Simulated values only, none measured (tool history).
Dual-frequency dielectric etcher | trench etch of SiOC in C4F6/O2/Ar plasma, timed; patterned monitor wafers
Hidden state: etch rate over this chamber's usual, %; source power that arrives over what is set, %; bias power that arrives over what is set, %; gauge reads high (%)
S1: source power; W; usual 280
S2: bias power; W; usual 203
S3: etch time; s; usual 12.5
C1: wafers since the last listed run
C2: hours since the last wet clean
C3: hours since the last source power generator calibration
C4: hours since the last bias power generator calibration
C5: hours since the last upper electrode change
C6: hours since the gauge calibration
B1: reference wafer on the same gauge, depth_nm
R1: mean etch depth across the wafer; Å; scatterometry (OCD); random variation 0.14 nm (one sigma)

Run 1, hour 0: usual settings; C1 0; C2 38.8; C3 203.6; C4 4661.7; C5 2400.6; C6 2071.6; B1 27.48. Result: R1 240.3 Å.
At hour 47.6: bias power generator calibrated.
Run 2, hour 105.8: usual settings; C1 1929; C2 144.6; C3 309.4; C4 58.2; C5 2506.4; C6 2177.4; B1 27.55. Result: R1 226 Å.
Run 3, hour 202: usual settings but S1 300 W, S2 185 W; C1 1823; C2 240.8; C3 405.6; C4 154.4; C5 2602.6; C6 2273.6; B1 27.48. Result: R1 222.1 Å.
Run 4, hour 292: usual settings but S3 14.5 s; C1 1705; C2 330.8; C3 495.6; C4 244.4; C5 2692.6; C6 2363.6; B1 27.47. Result: R1 265 Å.
Run 5, hour 388.8: usual settings but S1 320 W, S2 154 W, S3 11.5 s; C1 1834; C2 427.6; C3 592.4; C4 341.2; C5 2789.4; C6 2460.4; B1 27.52. Result: R1 187.5 Å.
Run 6, hour 430.2: usual settings; C1 784; C2 469; C3 633.8; C4 382.6; C5 2830.8; C6 2501.8; B1 27.5. Result: R1 226 Å.
Run 7, hour 517.8: usual settings but S2 181 W; C1 1660; C2 556.6; C3 721.4; C4 470.2; C5 2918.4; C6 2589.4; B1 27.51. Result: R1 214.9 Å.
At hour 560.7: gauge calibrated.
At hour 730.1: bias power generator calibrated, repeated, since the last time left the tool worse.
Run 8, hour 755.2: usual settings; C1 4423; C2 794; C3 958.8; C4 25.1; C5 3155.8; C6 194.5; B1 27.47. Result: R1 236.6 Å.
Run 9, hour 848.6: usual settings; C1 1770; C2 887.4; C3 1052.2; C4 118.5; C5 3249.2; C6 287.9; B1 27.45. Result: R1 237.3 Å.
At hour 889.7: wet clean of the chamber.
Run 10, hour 893.1: usual settings but S2 185 W, S3 13.5 s; C1 388; C2 3.4; C3 1096.7; C4 163; C5 3293.7; C6 332.4; B1 27.44. Result: R1 242.9 Å.
Run 11, hour 958.3: usual settings but S1 240 W, S2 249 W; C1 1235; C2 68.6; C3 1161.9; C4 228.2; C5 3358.9; C6 397.6; B1 27.49. Result: R1 248.2 Å.
At hour 1000.9: upper electrode replaced.
Run 12, hour 1034.5: usual settings but S1 330 W, S2 253 W, S3 14.5 s; C1 989; C2 144.8; C3 1238.1; C4 304.4; C5 33.6; C6 473.8; B1 27.52. Result: R1 323.8 Å.
Run 13, hour 1140.4: usual settings; C1 2007; C2 250.7; C3 1344; C4 410.3; C5 139.5; C6 579.7; B1 27.57. Result: R1 236.6 Å.
Run 14, hour 1232.6: usual settings; C1 1747; C2 342.9; C3 1436.2; C4 502.5; C5 231.7; C6 671.9; B1 27.56. Result: R1 237.4 Å.
Run 15, hour 1282.7: usual settings but S1 240 W, S2 163 W, S3 15.5 s; C1 949; C2 393; C3 1486.3; C4 552.6; C5 281.8; C6 722; B1 27.5. Result: R1 248.7 Å.
Run 16, hour 1378.7: usual settings; C1 1819; C2 489; C3 1582.3; C4 648.6; C5 377.8; C6 818; B1 27.47. Result: R1 237.8 Å.
Run 17, hour 1573.7: usual settings but S1 250 W, S2 160 W; C1 3695; C2 684; C3 1777.3; C4 843.6; C5 572.8; C6 1013; B1 27.52. Result: R1 199.2 Å.
Run 18, hour 1643.4: usual settings but S1 340 W; C1 1321; C2 753.7; C3 1847; C4 913.3; C5 642.5; C6 1082.7; B1 27.48. Result: R1 250.9 Å.
At hour 1880.3: wet clean of the chamber.
Run 19, hour 1954.5: usual settings; C1 5441; C2 74.2; C3 2158.1; C4 1224.4; C5 953.6; C6 1393.8; B1 27.49. Result: R1 235.2 Å.
Run 20, hour 2025.3: usual settings; C1 1341; C2 145; C3 2228.9; C4 1295.2; C5 1024.4; C6 1464.6; B1 27.52. Result: R1 236.1 Å.
Run 21, hour 2131.7: usual settings but S2 227 W; C1 2016; C2 251.4; C3 2335.3; C4 1401.6; C5 1130.8; C6 1571; B1 27.53. Result: R1 253.5 Å.
Run 22, hour 2197.4: usual settings but S1 310 W; C1 1245; C2 317.1; C3 2401; C4 1467.3; C5 1196.5; C6 1636.7; B1 27.48. Result: R1 245.1 Å.
Run 23, hour 2274.4: usual settings; C1 1459; C2 394.1; C3 2478; C4 1544.3; C5 1273.5; C6 1713.7; B1 27.55. Result: R1 238.1 Å.
Run 24, hour 2345.3: usual settings but S1 260 W, S3 14 s; C1 1343; C2 465; C3 2548.9; C4 1615.2; C5 1344.4; C6 1784.6; B1 27.44. Result: R1 261.2 Å.
Run 25, hour 2445.7: usual settings but S1 240 W, S2 162 W, S3 9 s; C1 1902; C2 565.4; C3 2649.3; C4 1715.6; C5 1444.8; C6 1885; B1 27.5. Result: R1 144.1 Å.
Run 26, hour 2541.6: usual settings but S2 253 W; C1 1817; C2 661.3; C3 2745.2; C4 1811.5; C5 1540.7; C6 1980.9; B1 27.49. Result: R1 267.2 Å.
Run 27, hour 2746.3: usual settings; C1 3879; C2 866; C3 2949.9; C4 2016.2; C5 1745.4; C6 2185.6; B1 27.44. Result: R1 237.7 Å.
At hour 2845.8: wet clean of the chamber.
Run 28, hour 2846.3: usual settings but S1 330 W, S2 152 W, S3 16 s; C1 1440; C2 0.5; C3 3049.9; C4 2116.2; C5 1845.4; C6 2285.6; B1 27.49. Result: R1 275.6 Å.

Hidden state or all else? Some run-to-run changes of R1, split into what the settings, what came in and random variation would give without the hidden state, and what is left for the hidden state (with any gauge scatter that isn't in both results):
Run 1 -> 2: bias power generator calibrated. R1 -14.3 Å: hidden state -12.1, all else -2.2.
Run 7 -> 8: S2 181 -> 203, gauge calibrated, bias power generator calibrated, repeated, since the last time left the tool worse. R1 +21.7 Å: hidden state +5.8, all else +15.9.
Run 24 -> 25: S1 260 -> 240, S2 203 -> 162, S3 14 -> 9. R1 -117.1 Å: hidden state -1.4, all else -115.7.
Run 25 -> 26: S1 240 -> 280, S2 162 -> 253, S3 9 -> 12.5. R1 +123.1 Å: hidden state +1.8, all else +121.3.
